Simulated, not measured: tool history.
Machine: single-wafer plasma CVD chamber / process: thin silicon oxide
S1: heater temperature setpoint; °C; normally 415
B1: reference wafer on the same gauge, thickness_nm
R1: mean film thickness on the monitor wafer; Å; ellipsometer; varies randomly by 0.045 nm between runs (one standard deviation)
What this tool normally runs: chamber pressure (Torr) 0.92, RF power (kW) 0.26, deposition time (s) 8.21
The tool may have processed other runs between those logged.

{"run": 1, "hour": 0.0, "S1": 415, "chamber pressure (Torr)": 0.92, "RF power (kW)": 0.26, "deposition time (s)": 8.21, "B1": 14.308, "R1": 155.54}
{"run": 2, "hour": 63.9, "S1": 415, "chamber pressure (Torr)": 0.92, "RF power (kW)": 0.26, "deposition time (s)": 8.21, "B1": 14.326, "R1": 155.65}
{"run": 3, "hour": 127.2, "S1": 415, "chamber pressure (Torr)": 0.92, "RF power (kW)": 0.26, "deposition time (s)": 8.21, "B1": 14.326, "R1": 154.88}
{"run": 4, "hour": 173.7, "S1": 415, "chamber pressure (Torr)": 0.92, "RF power (kW)": 0.26, "deposition time (s)": 8.21, "B1": 14.363, "R1": 155.68}
{"run": 5, "hour": 262.5, "S1": 415, "chamber pressure (Torr)": 0.92, "RF power (kW)": 0.225, "deposition time (s)": 8.21, "B1": 14.36, "R1": 145.83}
{"run": 6, "hour": 358.5, "S1": 415, "chamber pressure (Torr)": 0.92, "RF power (kW)": 0.225, "deposition time (s)": 8.21, "B1": 14.381, "R1": 145.61}
{"run": 7, "hour": 450.1, "S1": 415, "chamber pressure (Torr)": 0.985, "RF power (kW)": 0.26, "deposition time (s)": 8.21, "B1": 14.388, "R1": 165.75}
{"run": 8, "hour": 558.0, "S1": 415, "chamber pressure (Torr)": 0.92, "RF power (kW)": 0.26, "deposition time (s)": 8.21, "B1": 14.386, "R1": 155.71}
{"run": 9, "hour": 642.9, "S1": 415, "chamber pressure (Torr)": 0.92, "RF power (kW)": 0.26, "deposition time (s)": 8.21, "B1": 14.414, "R1": 156.14}
{"run": 10, "hour": 694.0, "S1": 403, "chamber pressure (Torr)": 1.129, "RF power (kW)": 0.21, "deposition time (s)": 8.21, "B1": 14.417, "R1": 169.62}
{"run": 11, "hour": 760.5, "S1": 415, "chamber pressure (Torr)": 0.92, "RF power (kW)": 0.26, "deposition time (s)": 8.21, "B1": 14.399, "R1": 155.64}
{"run": 12, "hour": 809.5, "S1": 415, "chamber pressure (Torr)": 0.854, "RF power (kW)": 0.285, "deposition time (s)": 8.21, "B1": 14.406, "R1": 150.77}
{"hour": 825.3, "done": "gauge calibrated"}
{"run": 13, "hour": 878.2, "S1": 402, "chamber pressure (Torr)": 0.92, "RF power (kW)": 0.285, "deposition time (s)": 8.21, "B1": 14.09, "R1": 160.01}
{"run": 14, "hour": 969.3, "S1": 421, "chamber pressure (Torr)": 0.92, "RF power (kW)": 0.225, "deposition time (s)": 8.95, "B1": 14.152, "R1": 156.19}
{"run": 15, "hour": 1205.0, "S1": 415, "chamber pressure (Torr)": 0.92, "RF power (kW)": 0.26, "deposition time (s)": 8.21, "B1": 14.274, "R1": 154.81}
{"run": 16, "hour": 1307.8, "S1": 423, "chamber pressure (Torr)": 0.92, "RF power (kW)": 0.21, "deposition time (s)": 8.21, "B1": 14.312, "R1": 140.46}
{"hour": 1316.4, "done": "showerhead replaced"}
{"run": 17, "hour": 1408.2, "S1": 415, "chamber pressure (Torr)": 0.92, "RF power (kW)": 0.26, "deposition time (s)": 8.21, "B1": 14.333, "R1": 155.35}
{"hour": 1435.8, "done": "RF generator calibrated"}
{"run": 18, "hour": 1461.7, "S1": 404, "chamber pressure (Torr)": 0.752, "RF power (kW)": 0.305, "deposition time (s)": 9.11, "B1": 14.339, "R1": 149.41}
{"run": 19, "hour": 1539.5, "S1": 411, "chamber pressure (Torr)": 0.92, "RF power (kW)": 0.26, "deposition time (s)": 8.21, "B1": 14.362, "R1": 155.96}
{"hour": 1563.0, "done": "thermocouple changed; heater temperature recalibrated"}
{"run": 20, "hour": 1589.2, "S1": 421, "chamber pressure (Torr)": 0.92, "RF power (kW)": 0.225, "deposition time (s)": 8.95, "B1": 14.349, "R1": 158.6}
{"hour": 1638.8, "done": "capacitance manometer re-zeroed and calibrated"}
{"run": 21, "hour": 1661.7, "S1": 415, "chamber pressure (Torr)": 0.92, "RF power (kW)": 0.24, "deposition time (s)": 7.73, "B1": 14.389, "R1": 141.11}
{"run": 22, "hour": 1757.9, "S1": 415, "chamber pressure (Torr)": 1.007, "RF power (kW)": 0.305, "deposition time (s)": 8.21, "B1": 14.392, "R1": 180.38}
{"run": 23, "hour": 1851.2, "S1": 415, "chamber pressure (Torr)": 0.92, "RF power (kW)": 0.26, "deposition time (s)": 7.61, "B1": 14.393, "R1": 144.68}
{"run": 24, "hour": 1917.5, "S1": 415, "chamber pressure (Torr)": 0.92, "RF power (kW)": 0.26, "deposition time (s)": 7.56, "B1": 14.413, "R1": 143.71}
{"run": 25, "hour": 2024.0, "S1": 429, "chamber pressure (Torr)": 0.92, "RF power (kW)": 0.26, "deposition time (s)": 8.21, "B1": 14.401, "R1": 153.8}
{"run": 26, "hour": 2126.4, "S1": 423, "chamber pressure (Torr)": 0.92, "RF power (kW)": 0.21, "deposition time (s)": 8.21, "B1": 14.408, "R1": 140.75}
{"run": 27, "hour": 2182.3, "S1": 415, "chamber pressure (Torr)": 0.862, "RF power (kW)": 0.26, "deposition time (s)": 8.21, "B1": 14.422, "R1": 145.85}
{"run": 28, "hour": 2239.9, "S1": 415, "chamber pressure (Torr)": 0.92, "RF power (kW)": 0.26, "deposition time (s)": 8.21, "B1": 14.436, "R1": 155.92}

Branching from run 28: 5 alternative next runs. What would each branch give?
{"run": "A", "hour": 2240.3, "S1": 406, "chamber pressure (Torr)": 0.92, "RF power (kW)": 0.26, "deposition time (s)": 8.21, "B1": "?", "R1": "?"}
{"run": "B", "hour": 2240.3, "S1": 420, "chamber pressure (Torr)": 0.92, "RF power (kW)": 0.26, "deposition time (s)": 9.21, "B1": "?", "R1": "?"}
{"run": "C", "hour": 2240.3, "S1": 415, "chamber pressure (Torr)": 1.144, "RF power (kW)": 0.285, "deposition time (s)": 8.21, "B1": "?", "R1": "?"}
{"run": "D", "hour": 2240.3, "S1": 415, "chamber pressure (Torr)": 1.113, "RF power (kW)": 0.26, "deposition time (s)": 9.83, "B1": "?", "R1": "?"}
{"run": "E", "hour": 2240.3, "S1": 415, "chamber pressure (Torr)": 0.92, "RF power (kW)": 0.26, "deposition time (s)": 7.44, "B1": "?", "R1": "?"}

run=A B1=14.424 R1=157.16
run=B B1=14.424 R1=174.44
run=C B1=14.424 R1=192.9
run=D B1=14.424 R1=217.95
run=E B1=14.424 R1=141.51
Had the tool no hidden state, the same runs would have come out as:
run=A R1=153.61
run=B R1=170.5
run=C R1=188.54
run=D R1=213.03
run=E R1=138.31
